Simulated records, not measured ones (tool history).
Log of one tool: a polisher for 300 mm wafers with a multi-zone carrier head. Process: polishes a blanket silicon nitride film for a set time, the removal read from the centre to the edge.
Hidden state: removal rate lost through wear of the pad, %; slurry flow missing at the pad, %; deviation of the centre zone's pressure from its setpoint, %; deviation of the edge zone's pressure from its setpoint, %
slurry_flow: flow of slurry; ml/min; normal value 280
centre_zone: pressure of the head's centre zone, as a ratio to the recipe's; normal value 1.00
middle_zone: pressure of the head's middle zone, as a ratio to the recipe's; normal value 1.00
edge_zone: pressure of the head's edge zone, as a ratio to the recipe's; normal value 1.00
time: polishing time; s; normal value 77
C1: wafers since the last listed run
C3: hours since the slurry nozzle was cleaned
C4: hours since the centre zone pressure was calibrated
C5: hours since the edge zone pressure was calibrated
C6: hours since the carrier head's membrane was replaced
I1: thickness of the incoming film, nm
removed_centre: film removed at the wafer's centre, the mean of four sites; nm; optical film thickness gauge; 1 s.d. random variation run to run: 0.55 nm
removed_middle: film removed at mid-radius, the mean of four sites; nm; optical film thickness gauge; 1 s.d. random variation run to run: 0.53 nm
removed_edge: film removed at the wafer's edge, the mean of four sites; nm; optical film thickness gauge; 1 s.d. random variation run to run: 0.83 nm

{"run": 1, "day": 0.0, "slurry_flow": 280, "centre_zone": 1.0, "middle_zone": 1.0, "edge_zone": 1.0, "time": 77, "C1": 0, "wafers polished on this pad": 750, "C3": 138.6, "C4": 254.4, "C5": 1373.0, "C6": 477.5, "I1": 708.0, "removed_centre": 74.1, "removed_middle": 75.4, "removed_edge": 75.5}
{"run": 2, "day": 0.671, "slurry_flow": 280, "centre_zone": 1.0, "middle_zone": 1.0, "edge_zone": 1.0, "time": 77, "C1": 140, "wafers polished on this pad": 890, "C3": 154.7, "C4": 270.5, "C5": 1389.1, "C6": 493.6, "I1": 710.9, "removed_centre": 75.2, "removed_middle": 75.4, "removed_edge": 77.2}
{"run": 3, "day": 1.146, "slurry_flow": 280, "centre_zone": 1.0, "middle_zone": 1.0, "edge_zone": 1.0, "time": 77, "C1": 99, "wafers polished on this pad": 989, "C3": 166.1, "C4": 281.9, "C5": 1400.5, "C6": 505.0, "I1": 694.5, "removed_centre": 75.4, "removed_middle": 75.1, "removed_edge": 76.7}
{"run": 4, "day": 1.662, "slurry_flow": 280, "centre_zone": 1.0, "middle_zone": 1.0, "edge_zone": 1.0, "time": 77, "C1": 108, "wafers polished on this pad": 1097, "C3": 178.5, "C4": 294.3, "C5": 1412.9, "C6": 517.4, "I1": 709.1, "removed_centre": 74.9, "removed_middle": 75.7, "removed_edge": 75.2}
{"run": 5, "day": 2.267, "slurry_flow": 280, "centre_zone": 1.0, "middle_zone": 1.0, "edge_zone": 1.0, "time": 77, "C1": 126, "wafers polished on this pad": 1224, "C3": 193.0, "C4": 308.8, "C5": 1427.4, "C6": 531.9, "I1": 704.9, "removed_centre": 74.6, "removed_middle": 77.2, "removed_edge": 75.8}
{"run": 6, "day": 2.65, "slurry_flow": 280, "centre_zone": 1.0, "middle_zone": 1.0, "edge_zone": 1.0, "time": 77, "C1": 80, "wafers polished on this pad": 1304, "C3": 202.2, "C4": 318.0, "C5": 1436.6, "C6": 541.1, "I1": 703.9, "removed_centre": 74.8, "removed_middle": 75.9, "removed_edge": 75.6}
{"day": 3.025, "done": "slurry nozzle cleaned"}
{"day": 3.579, "done": "worn pad replaced by a new one"}
{"run": 7, "day": 3.629, "slurry_flow": 280, "centre_zone": 1.0, "middle_zone": 1.0, "edge_zone": 1.0, "time": 77, "C1": 161, "wafers polished on this pad": 10, "C3": 14.5, "C4": 341.5, "C5": 1460.1, "C6": 564.6, "I1": 709.3, "removed_centre": 75.7, "removed_middle": 75.6, "removed_edge": 76.3}
{"run": 8, "day": 4.092, "slurry_flow": 280, "centre_zone": 1.0, "middle_zone": 1.0, "edge_zone": 1.0, "time": 77, "C1": 96, "wafers polished on this pad": 107, "C3": 25.6, "C4": 352.6, "C5": 1471.2, "C6": 575.7, "I1": 721.7, "removed_centre": 75.0, "removed_middle": 75.8, "removed_edge": 76.5}
{"day": 4.383, "done": "centre zone pressure recalibrated"}
{"day": 4.667, "done": "edge zone pressure recalibrated"}
{"run": 9, "day": 4.688, "slurry_flow": 280, "centre_zone": 1.0, "middle_zone": 1.0, "edge_zone": 1.0, "time": 77, "C1": 89, "wafers polished on this pad": 197, "C3": 39.9, "C4": 7.3, "C5": 0.5, "C6": 590.0, "I1": 715.2, "removed_centre": 75.1, "removed_middle": 77.2, "removed_edge": 74.8}
{"run": 10, "day": 5.229, "slurry_flow": 280, "centre_zone": 1.0, "middle_zone": 1.09, "edge_zone": 1.0, "time": 77, "C1": 113, "wafers polished on this pad": 310, "C3": 52.9, "C4": 20.3, "C5": 13.5, "C6": 603.0, "I1": 705.0, "removed_centre": 75.4, "removed_middle": 80.4, "removed_edge": 76.9}
{"day": 5.812, "done": "carrier head's membrane replaced by a new one"}
{"run": 11, "day": 5.879, "slurry_flow": 280, "centre_zone": 1.0, "middle_zone": 1.0, "edge_zone": 0.88, "time": 77, "C1": 92, "wafers polished on this pad": 402, "C3": 68.5, "C4": 35.9, "C5": 29.1, "C6": 1.6, "I1": 717.1, "removed_centre": 75.1, "removed_middle": 75.6, "removed_edge": 71.0}
{"run": 12, "day": 6.621, "slurry_flow": 190, "centre_zone": 1.0, "middle_zone": 0.94, "edge_zone": 1.07, "time": 77, "C1": 155, "wafers polished on this pad": 558, "C3": 86.3, "C4": 53.7, "C5": 46.9, "C6": 19.4, "I1": 698.3, "removed_centre": 72.7, "removed_middle": 71.5, "removed_edge": 78.2}
{"run": 13, "day": 6.929, "slurry_flow": 280, "centre_zone": 1.0, "middle_zone": 1.0, "edge_zone": 1.0, "time": 77, "C1": 64, "wafers polished on this pad": 622, "C3": 93.7, "C4": 61.1, "C5": 54.3, "C6": 26.8, "I1": 707.6, "removed_centre": 74.0, "removed_middle": 75.4, "removed_edge": 75.8}
{"run": 14, "day": 7.5, "slurry_flow": 245, "centre_zone": 0.9, "middle_zone": 1.0, "edge_zone": 1.11, "time": 77, "C1": 119, "wafers polished on this pad": 741, "C3": 107.4, "C4": 74.8, "C5": 68.0, "C6": 40.5, "I1": 699.8, "removed_centre": 67.0, "removed_middle": 74.9, "removed_edge": 80.3}
{"run": 15, "day": 8.2, "slurry_flow": 280, "centre_zone": 0.94, "middle_zone": 1.0, "edge_zone": 0.88, "time": 51, "C1": 146, "wafers polished on this pad": 888, "C3": 124.2, "C4": 91.6, "C5": 84.8, "C6": 57.3, "I1": 717.4, "removed_centre": 47.1, "removed_middle": 50.5, "removed_edge": 48.1}
{"run": 16, "day": 8.9, "slurry_flow": 280, "centre_zone": 0.9, "middle_zone": 0.95, "edge_zone": 1.09, "time": 65, "C1": 146, "wafers polished on this pad": 1034, "C3": 141.0, "C4": 108.4, "C5": 101.6, "C6": 74.1, "I1": 703.6, "removed_centre": 57.3, "removed_middle": 61.8, "removed_edge": 68.6}
{"run": 17, "day": 9.217, "slurry_flow": 280, "centre_zone": 1.0, "middle_zone": 1.0, "edge_zone": 1.0, "time": 77, "C1": 66, "wafers polished on this pad": 1100, "C3": 148.6, "C4": 116.0, "C5": 109.2, "C6": 81.7, "I1": 700.7, "removed_centre": 75.0, "removed_middle": 75.7, "removed_edge": 76.3}
{"run": 18, "day": 9.471, "slurry_flow": 280, "centre_zone": 1.0, "middle_zone": 1.09, "edge_zone": 1.0, "time": 77, "C1": 53, "wafers polished on this pad": 1154, "C3": 154.7, "C4": 122.1, "C5": 115.3, "C6": 87.8, "I1": 712.0, "removed_centre": 74.7, "removed_middle": 80.1, "removed_edge": 75.3}

For run 19, what comes out?
{"run": 19, "day": 9.729, "slurry_flow": 280, "centre_zone": 1.05, "middle_zone": 0.95, "edge_zone": 1.08, "time": 77, "C1": 54, "wafers polished on this pad": 1208, "C3": 160.9, "C4": 128.3, "C5": 121.5, "C6": 94.0, "I1": 712.5, "removed_centre": "?", "removed_middle": "?", "removed_edge": "?"}

{"run 19": {"removed_centre": 78.7, "removed_middle": 74.0, "removed_edge": 79.6}}
Take away the tool's hidden state, keep the run-to-run variation as it was, and the same run would have given removed_centre 78.7 nm, removed_middle 74.0 nm, removed_edge 79.6 nm.
